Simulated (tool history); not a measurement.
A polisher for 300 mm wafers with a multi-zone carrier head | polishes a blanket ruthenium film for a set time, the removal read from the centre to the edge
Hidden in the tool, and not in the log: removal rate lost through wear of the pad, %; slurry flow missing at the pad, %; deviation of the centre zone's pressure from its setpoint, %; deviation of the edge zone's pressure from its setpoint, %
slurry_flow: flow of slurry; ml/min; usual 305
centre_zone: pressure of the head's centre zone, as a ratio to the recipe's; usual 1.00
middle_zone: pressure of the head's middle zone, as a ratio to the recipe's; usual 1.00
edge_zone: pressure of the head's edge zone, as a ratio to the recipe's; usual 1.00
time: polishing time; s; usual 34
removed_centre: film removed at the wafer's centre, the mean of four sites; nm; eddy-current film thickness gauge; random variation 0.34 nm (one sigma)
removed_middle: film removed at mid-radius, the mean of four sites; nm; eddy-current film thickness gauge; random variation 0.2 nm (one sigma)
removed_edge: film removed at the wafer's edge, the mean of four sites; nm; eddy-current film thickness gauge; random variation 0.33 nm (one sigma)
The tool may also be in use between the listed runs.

run,day,slurry_flow,centre_zone,middle_zone,edge_zone,time,wafers since the last listed run,wafers polished on this pad,hours since the slurry nozzle was cleaned,hours since the centre zone pressure was calibrated,hours since the edge zone pressure was calibrated,hours since the carrier head's membrane was replaced,"incoming thickness of the incoming film, nm",removed_centre,removed_middle,removed_edge
1,0.000,305,1.00,1.00,1.00,34,0,30,59.8,594.6,805.6,1634.5,275.7,27.9,27.1,27.2
2,1.000,305,1.00,1.00,1.00,34,271,301,83.8,618.6,829.6,1658.5,276.6,28.4,27.4,26.9
3,2.208,305,1.00,1.00,1.00,34,327,629,112.8,647.6,858.6,1687.5,276.1,28.4,27.2,26.0
# day 3.154: worn pad replaced by a new one
4,3.446,305,1.00,1.00,1.00,34,290,78,142.5,677.3,888.3,1717.2,278.2,28.2,27.0,26.8
5,4.179,305,1.00,1.00,1.00,34,198,277,160.1,694.9,905.9,1734.8,276.6,28.5,27.4,26.7
6,5.654,305,1.00,1.00,1.00,34,399,677,195.5,730.3,941.3,1770.2,281.0,28.5,27.2,26.6
# day 6.329: worn pad replaced by a new one
7,6.642,305,1.00,1.00,1.00,39,222,84,219.2,754.0,965.0,1793.9,284.6,33.2,31.5,30.5
8,7.879,305,1.00,1.00,1.00,39,335,419,248.9,783.7,994.7,1823.6,281.7,33.0,31.4,30.4
# day 8.517: carrier head's membrane replaced by a new one
9,9.029,250,1.00,1.00,1.00,34,255,675,276.5,811.3,1022.3,12.3,277.9,27.9,26.5,26.2
# day 9.308: worn pad replaced by a new one
10,10.179,250,1.00,1.00,1.00,34,266,236,304.1,838.9,1049.9,39.9,282.6,28.6,27.0,26.7
# day 11.071: centre zone pressure recalibrated
# day 11.108: edge zone pressure recalibrated
11,11.642,305,0.91,0.89,1.00,42,363,599,339.2,13.7,12.8,75.0,280.2,30.1,30.5,33.1
# day 12.600: slurry nozzle cleaned
# day 12.612: worn pad replaced by a new one
12,12.762,305,1.00,1.00,0.95,34,290,41,3.9,40.6,39.7,101.9,281.5,26.7,27.4,25.7
13,13.400,305,1.00,1.00,1.00,34,172,214,19.2,55.9,55.0,117.2,279.1,26.6,27.2,26.2
14,14.708,305,1.00,1.00,1.00,34,354,568,50.6,87.3,86.4,148.6,277.9,26.6,27.2,26.8
15,15.492,235,1.12,1.00,0.90,23,212,781,69.4,106.1,105.2,167.4,279.2,19.7,18.4,17.1
# day 16.208: worn pad replaced by a new one
16,16.467,390,0.90,1.00,1.04,34,219,69,92.8,129.5,128.6,190.8,281.7,25.3,27.5,27.5
17,17.179,305,1.06,1.00,1.00,34,193,262,109.9,146.6,145.7,207.9,280.6,27.9,27.6,26.5

Some steps in removed_centre between neighbouring runs. How much of each would the tool show without its hidden state too (settings, what came in, random variation), and how much is left for the hidden state, with any gauge scatter that isn't in both results?
Run 10 -> 11: slurry_flow 250 -> 305, centre_zone 1.00 -> 0.91, middle_zone 1.00 -> 0.89, time 34 -> 42, centre zone pressure recalibrated, edge zone pressure recalibrated. removed_centre +1.5 nm: hidden state -2.4, all else +3.9.
Run 14 -> 15: slurry_flow 305 -> 235, centre_zone 1.00 -> 1.12, edge_zone 1.00 -> 0.90, time 34 -> 23. removed_centre -6.9 nm: hidden state +0.1, all else -7.0.

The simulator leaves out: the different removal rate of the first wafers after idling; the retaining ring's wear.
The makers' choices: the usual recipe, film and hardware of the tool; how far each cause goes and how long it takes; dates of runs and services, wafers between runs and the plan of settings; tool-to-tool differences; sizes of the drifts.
